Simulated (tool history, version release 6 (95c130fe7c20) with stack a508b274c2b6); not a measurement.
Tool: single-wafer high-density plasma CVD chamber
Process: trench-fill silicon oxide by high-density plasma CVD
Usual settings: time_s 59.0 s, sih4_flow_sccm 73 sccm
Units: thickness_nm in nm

run,hour,time_s,sih4_flow_sccm,"read-back reference wafer on the same gauge, thickness_nm",thickness_nm
1,0.0,61.8,73,398.841,438.038
2,12.3,59.0,73,399.146,417.650
3,25.0,59.0,73,399.067,417.059
4,53.0,59.0,73,398.932,416.640
5,111.6,67.3,73,398.997,475.080
6,168.2,67.3,73,398.829,475.978
7,195.1,59.0,73,399.052,418.226
8,224.4,59.0,73,398.925,418.435
9,246.5,59.0,73,399.160,418.149
10,272.7,59.0,73,399.106,417.387
11,300.8,59.0,69,399.129,405.241
12,348.6,59.0,69,399.122,403.938
13,362.7,59.0,69,398.833,403.557
14,382.8,59.0,73,398.979,418.156
15,405.2,49.4,60,398.926,313.253
16,431.2,59.0,73,398.913,416.480
17,447.8,64.6,73,398.879,456.821
18,462.4,59.0,73,398.744,417.269
# hour 482.7: silane flow controller replaced
# hour 542.9: gauge calibrated
19,558.0,59.0,79,398.886,456.146
20,581.7,67.3,73,398.996,495.849
21,598.8,65.6,62,399.114,441.737
22,634.6,59.0,87,398.974,482.602
23,662.1,53.4,85,399.075,430.664
24,717.9,63.6,62,398.951,427.251

Forecast run 25:
25,734.5,47.9,73,?,?

{"run 25": {"read-back reference wafer on the same gauge, thickness_nm": 398.914, "thickness_nm": 352.791}}
Without the tool's hidden state the same run would have given thickness_nm 352.478 nm.

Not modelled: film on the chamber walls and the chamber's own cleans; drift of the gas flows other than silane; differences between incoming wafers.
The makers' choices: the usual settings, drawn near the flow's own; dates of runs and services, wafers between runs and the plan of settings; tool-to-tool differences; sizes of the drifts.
